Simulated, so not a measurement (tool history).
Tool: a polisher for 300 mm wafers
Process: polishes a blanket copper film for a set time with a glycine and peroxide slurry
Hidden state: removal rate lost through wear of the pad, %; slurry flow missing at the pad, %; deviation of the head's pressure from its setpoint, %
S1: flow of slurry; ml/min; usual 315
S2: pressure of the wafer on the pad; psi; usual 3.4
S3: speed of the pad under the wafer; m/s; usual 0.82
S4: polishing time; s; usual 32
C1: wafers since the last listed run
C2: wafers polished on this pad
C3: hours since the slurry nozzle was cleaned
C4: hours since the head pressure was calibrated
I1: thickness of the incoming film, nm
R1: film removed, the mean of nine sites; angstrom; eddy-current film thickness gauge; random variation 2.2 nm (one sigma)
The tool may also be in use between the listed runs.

| run | day | S1 | S2 | S3 | S4 | C1 | C2 | C3 | C4 | I1 | R1 |
|---|---|---|---|---|---|---|---|---|---|---|---|
| 1 | 0.000 | 315 | 3.4 | 0.82 | 32 | 0 | 177 | 475.3 | 502.7 | 1357.5 | 1669 |
| 2 | 2.808 | 315 | 3.4 | 0.82 | 32 | 979 | 1156 | 542.7 | 570.1 | 1332.4 | 1685 |
| 3 | 5.746 | 315 | 3.4 | 0.82 | 32 | 1024 | 2180 | 613.2 | 640.6 | 1329.9 | 1657 |
|  | 7.200 | worn pad replaced by a new one |
| 4 | 7.825 | 315 | 3.4 | 0.94 | 32 | 666 | 218 | 663.1 | 690.5 | 1337.0 | 1879 |
| 5 | 9.175 | 315 | 3.4 | 0.94 | 32 | 470 | 689 | 695.5 | 722.9 | 1327.2 | 1909 |
| 6 | 10.579 | 315 | 3.4 | 0.94 | 32 | 489 | 1178 | 729.2 | 756.6 | 1375.7 | 1883 |
|  | 10.717 | slurry nozzle cleaned |
| 7 | 13.279 | 315 | 3.4 | 0.82 | 32 | 926 | 2105 | 61.5 | 821.4 | 1365.9 | 1718 |
|  | 13.958 | worn pad replaced by a new one |
| 8 | 15.933 | 315 | 2.7 | 0.82 | 32 | 867 | 688 | 125.2 | 885.1 | 1370.3 | 1417 |
|  | 17.233 | head pressure recalibrated |
| 9 | 18.358 | 315 | 3.4 | 0.82 | 32 | 816 | 1504 | 183.4 | 27.0 | 1342.9 | 1357 |
|  | 20.408 | worn pad replaced by a new one |
| 10 | 20.771 | 230 | 3.4 | 0.60 | 32 | 783 | 126 | 241.3 | 84.9 | 1353.5 | 1090 |
| 11 | 23.392 | 315 | 3.4 | 0.82 | 37 | 913 | 1040 | 304.2 | 147.8 | 1360.7 | 1670 |
|  | 23.529 | head pressure recalibrated, repeated, since the last time left the tool worse |
| 12 | 24.975 | 235 | 2.4 | 0.56 | 25 | 523 | 1563 | 342.2 | 34.7 | 1343.5 | 704 |
|  | 26.425 | worn pad replaced by a new one |
| 13 | 27.683 | 315 | 3.4 | 0.82 | 32 | 886 | 438 | 407.2 | 99.7 | 1331.9 | 1592 |
| 14 | 29.650 | 390 | 2.3 | 0.82 | 32 | 685 | 1124 | 454.4 | 146.9 | 1350.6 | 1204 |
| 15 | 32.542 | 245 | 3.4 | 0.68 | 32 | 1008 | 2132 | 523.8 | 216.3 | 1358.3 | 1354 |
|  | 33.046 | worn pad replaced by a new one |
| 16 | 34.304 | 315 | 3.4 | 0.82 | 32 | 556 | 438 | 566.1 | 258.6 | 1337.3 | 1638 |

Forecast each of these 3 alternatives for the next run:
| A | 34.321 | 315 | 4.2 | 0.82 | 32 | 5 | 444 | 566.5 | 259.0 | 1358.5 | ? |
| B | 34.321 | 265 | 3.4 | 0.82 | 39 | 5 | 444 | 566.5 | 259.0 | 1358.5 | ? |
| C | 34.321 | 375 | 3.4 | 0.72 | 32 | 5 | 444 | 566.5 | 259.0 | 1358.5 | ? |

| run | R1 |
|---|---|
| A | 1987 |
| B | 2000 |
| C | 1511 |
Without the tool's hidden state the same runs would have given:
| run | R1 |
|---|---|
| A | 1910 |
| B | 1924 |
| C | 1456 |
